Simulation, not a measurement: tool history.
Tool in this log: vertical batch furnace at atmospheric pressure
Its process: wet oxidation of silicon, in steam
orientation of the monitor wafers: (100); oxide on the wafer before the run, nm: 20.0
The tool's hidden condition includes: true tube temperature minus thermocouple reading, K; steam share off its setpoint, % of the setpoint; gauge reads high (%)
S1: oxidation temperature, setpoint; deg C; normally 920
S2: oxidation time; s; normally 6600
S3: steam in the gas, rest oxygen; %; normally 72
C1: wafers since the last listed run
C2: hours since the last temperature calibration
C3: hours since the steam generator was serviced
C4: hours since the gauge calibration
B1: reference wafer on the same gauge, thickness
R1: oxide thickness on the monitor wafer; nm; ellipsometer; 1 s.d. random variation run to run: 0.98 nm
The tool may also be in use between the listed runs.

| run | day | S1 | S2 | S3 | C1 | C2 | C3 | C4 | B1 | R1 |
|---|---|---|---|---|---|---|---|---|---|---|
| 1 | 0.000 | 920 | 6600 | 72 | 0 | 1036.0 | 2985.0 | 893.2 | 300.12 | 268.66 |
| 2 | 1.625 | 920 | 6600 | 72 | 524 | 1075.0 | 3024.0 | 932.2 | 299.97 | 270.80 |
| 3 | 4.617 | 920 | 6600 | 72 | 964 | 1146.8 | 3095.8 | 1004.0 | 299.97 | 268.37 |
| 4 | 5.638 | 920 | 6600 | 72 | 329 | 1171.3 | 3120.3 | 1028.5 | 300.41 | 269.37 |
| 5 | 7.008 | 920 | 6600 | 72 | 442 | 1204.2 | 3153.2 | 1061.4 | 300.07 | 270.62 |
| 6 | 11.138 | 920 | 8280 | 72 | 1331 | 1303.3 | 3252.3 | 1160.5 | 299.83 | 318.38 |
| 7 | 13.208 | 920 | 8280 | 72 | 667 | 1353.0 | 3302.0 | 1210.2 | 300.17 | 319.44 |
| 8 | 14.433 | 913 | 6600 | 72 | 395 | 1382.4 | 3331.4 | 1239.6 | 299.93 | 249.88 |
| 9 | 16.146 | 909 | 6600 | 72 | 552 | 1423.5 | 3372.5 | 1280.7 | 300.41 | 240.18 |
| 10 | 17.404 | 920 | 6600 | 72 | 405 | 1453.7 | 3402.7 | 1310.9 | 300.24 | 269.61 |
| 11 | 18.450 | 920 | 6600 | 72 | 337 | 1478.8 | 3427.8 | 1336.0 | 299.92 | 268.30 |
| 12 | 20.883 | 920 | 6600 | 72 | 784 | 1537.2 | 3486.2 | 1394.4 | 299.93 | 268.73 |
| 13 | 23.583 | 920 | 6600 | 72 | 870 | 1602.0 | 3551.0 | 1459.2 | 299.52 | 267.88 |
|  | 25.758 | steam generator serviced |
| 14 | 26.388 | 920 | 6600 | 72 | 581 | 1669.3 | 15.1 | 1526.5 | 299.89 | 267.66 |
|  | 26.775 | gauge calibrated |
| 15 | 27.871 | 920 | 6600 | 72 | 478 | 1704.9 | 50.7 | 26.3 | 300.07 | 268.13 |
| 16 | 32.779 | 931 | 6600 | 72 | 1582 | 1822.7 | 168.5 | 144.1 | 300.02 | 297.65 |
| 17 | 34.204 | 909 | 6600 | 72 | 459 | 1856.9 | 202.7 | 178.3 | 299.82 | 240.61 |
| 18 | 35.612 | 920 | 9270 | 72 | 454 | 1890.7 | 236.5 | 212.1 | 299.96 | 346.90 |
| 19 | 37.658 | 930 | 4020 | 64 | 659 | 1939.8 | 285.6 | 261.2 | 299.60 | 184.43 |
| 20 | 39.167 | 920 | 8370 | 72 | 486 | 1976.0 | 321.8 | 297.4 | 300.48 | 321.98 |
| 21 | 41.942 | 920 | 6600 | 72 | 894 | 2042.6 | 388.4 | 364.0 | 299.51 | 269.02 |
|  | 43.842 | thermocouples replaced and temperature profile calibrated |
| 22 | 43.862 | 920 | 8280 | 72 | 296 | 0.5 | 434.5 | 410.1 | 299.64 | 319.07 |
| 23 | 45.017 | 910 | 7920 | 72 | 372 | 28.2 | 462.2 | 437.8 | 300.20 | 280.63 |
| 24 | 46.304 | 920 | 6600 | 72 | 415 | 59.1 | 493.1 | 468.7 | 300.35 | 268.47 |
| 25 | 47.996 | 941 | 5520 | 62 | 545 | 99.7 | 533.7 | 509.3 | 300.05 | 254.60 |
| 26 | 50.979 | 920 | 6600 | 72 | 962 | 171.3 | 605.3 | 580.9 | 300.22 | 268.02 |
| 27 | 52.338 | 920 | 8040 | 72 | 438 | 203.9 | 637.9 | 613.5 | 300.49 | 312.87 |
| 28 | 53.450 | 920 | 6600 | 72 | 358 | 230.6 | 664.6 | 640.2 | 299.72 | 268.94 |
| 29 | 54.992 | 931 | 3540 | 84 | 497 | 267.6 | 701.6 | 677.2 | 300.47 | 208.31 |
| 30 | 56.333 | 920 | 6600 | 75 | 432 | 299.8 | 733.8 | 709.4 | 300.10 | 274.97 |
| 31 | 58.408 | 920 | 5370 | 63 | 669 | 349.6 | 783.6 | 759.2 | 299.85 | 205.60 |

For each run, what was the tool's unlogged condition?
true tube temperature minus thermocouple reading, K: 0 on each run
steam share off its setpoint, % of the setpoint: 0 on each run
gauge reads high (%): 0 on each run
